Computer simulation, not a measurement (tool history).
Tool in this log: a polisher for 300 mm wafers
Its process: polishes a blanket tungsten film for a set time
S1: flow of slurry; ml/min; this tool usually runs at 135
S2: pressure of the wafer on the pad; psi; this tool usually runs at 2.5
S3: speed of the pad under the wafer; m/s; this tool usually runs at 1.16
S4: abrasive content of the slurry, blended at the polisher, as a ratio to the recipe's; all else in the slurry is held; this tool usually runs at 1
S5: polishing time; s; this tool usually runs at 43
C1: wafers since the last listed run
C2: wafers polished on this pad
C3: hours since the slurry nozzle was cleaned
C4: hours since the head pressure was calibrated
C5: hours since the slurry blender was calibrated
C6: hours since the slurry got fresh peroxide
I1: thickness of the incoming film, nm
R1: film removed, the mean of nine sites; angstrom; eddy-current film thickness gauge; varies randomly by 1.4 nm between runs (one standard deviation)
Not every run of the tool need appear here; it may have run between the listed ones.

run 1 hour=0 | S1=135 S2=2.5 S3=1.16 S4=1 S5=43 | C1=0 C2=744 C3=663.8 C4=690.4 C5=164 C6=68.1 | I1=1179.8 | R1=1797
run 2 hour=14.2 | S1=135 S2=2.5 S3=1.16 S4=1.2 S5=43 | C1=100 C2=845 C3=678 C4=704.6 C5=178.2 C6=82.3 | I1=1207.2 | R1=1863
-- hour=21.6 slurry tank refilled with fresh slurry and peroxide
-- hour=34.7 worn pad replaced by a new one
run 3 hour=35.2 | S1=135 S2=2.5 S3=1.16 S4=1 S5=43 | C1=112 C2=3 C3=699 C4=725.6 C5=199.2 C6=13.6 | I1=1192 | R1=1873
run 4 hour=51.1 | S1=135 S2=2.5 S3=1.16 S4=1 S5=43 | C1=112 C2=115 C3=714.9 C4=741.5 C5=215.1 C6=29.5 | I1=1209.2 | R1=1819
run 5 hour=87 | S1=135 S2=2.5 S3=1.16 S4=1 S5=43 | C1=253 C2=369 C3=750.8 C4=777.4 C5=251 C6=65.4 | I1=1187.6 | R1=1794
-- hour=108.5 slurry tank refilled with fresh slurry and peroxide
run 6 hour=116.2 | S1=105 S2=2.5 S3=1.16 S4=1 S5=43 | C1=199 C2=568 C3=780 C4=806.6 C5=280.2 C6=7.7 | I1=1219.9 | R1=1657
run 7 hour=139.1 | S1=105 S2=2.5 S3=1.16 S4=1 S5=43 | C1=161 C2=730 C3=802.9 C4=829.5 C5=303.1 C6=30.6 | I1=1191.8 | R1=1689
-- hour=164.5 head pressure recalibrated
-- hour=190 worn pad replaced by a new one
-- hour=191.5 slurry blender recalibrated
-- hour=196.6 slurry tank refilled with fresh slurry and peroxide
run 8 hour=223.1 | S1=150 S2=2.5 S3=1.16 S4=1 S5=43 | C1=532 C2=216 C3=886.9 C4=58.6 C5=31.6 C6=26.5 | I1=1188.5 | R1=1752
run 9 hour=258.2 | S1=135 S2=2.5 S3=1.44 S4=0.8 S5=43 | C1=247 C2=464 C3=922 C4=93.7 C5=66.7 C6=61.6 | I1=1181 | R1=1910
-- hour=280.8 slurry tank refilled with fresh slurry and peroxide
run 10 hour=287.7 | S1=135 S2=2.5 S3=1.16 S4=1 S5=58 | C1=201 C2=665 C3=951.5 C4=123.2 C5=96.2 C6=6.9 | I1=1203.8 | R1=2313
-- hour=331.8 slurry nozzle cleaned
-- hour=355.4 worn pad replaced by a new one
-- hour=371.3 slurry tank refilled with fresh slurry and peroxide
run 11 hour=389.6 | S1=135 S2=2.5 S3=1.16 S4=1 S5=43 | C1=676 C2=234 C3=57.8 C4=225.1 C5=198.1 C6=18.3 | I1=1191.7 | R1=1765
run 12 hour=424.1 | S1=135 S2=1.8 S3=1.16 S4=1.1 S5=43 | C1=243 C2=477 C3=92.3 C4=259.6 C5=232.6 C6=52.8 | I1=1201.1 | R1=1331
run 13 hour=437.4 | S1=170 S2=2.5 S3=1.16 S4=1.3 S5=39 | C1=93 C2=571 C3=105.6 C4=272.9 C5=245.9 C6=66.1 | I1=1177.9 | R1=1827
-- hour=466.7 slurry tank refilled with fresh slurry and peroxide
run 14 hour=470.4 | S1=155 S2=2.5 S3=1.16 S4=1.25 S5=43 | C1=225 C2=797 C3=138.6 C4=305.9 C5=278.9 C6=3.7 | I1=1216.9 | R1=1961
run 15 hour=490.8 | S1=135 S2=2.5 S3=1.16 S4=1 S5=43 | C1=144 C2=941 C3=159 C4=326.3 C5=299.3 C6=24.1 | I1=1213.8 | R1=1715

What if the next run were any one of these 3? Each begins from the tool's condition after run 15:
run A hour=491.2 | S1=135 S2=2.5 S3=1.16 S4=1 S5=43 | C1=2 C2=944 C3=159.4 C4=326.7 C5=299.7 C6=24.5 | I1=1182.2 | R1=?
run B hour=491.2 | S1=180 S2=2.5 S3=1.02 S4=0.9 S5=33 | C1=2 C2=944 C3=159.4 C4=326.7 C5=299.7 C6=24.5 | I1=1182.2 | R1=?
run C hour=491.2 | S1=135 S2=2.5 S3=1.26 S4=1.15 S5=31 | C1=2 C2=944 C3=159.4 C4=326.7 C5=299.7 C6=24.5 | I1=1182.2 | R1=?

run=A R1=1727
run=B R1=1177
run=C R1=1424
Stripped of hidden state, with their random variation kept, the same runs would have yielded:
run=A R1=1661
run=B R1=1132
run=C R1=1369

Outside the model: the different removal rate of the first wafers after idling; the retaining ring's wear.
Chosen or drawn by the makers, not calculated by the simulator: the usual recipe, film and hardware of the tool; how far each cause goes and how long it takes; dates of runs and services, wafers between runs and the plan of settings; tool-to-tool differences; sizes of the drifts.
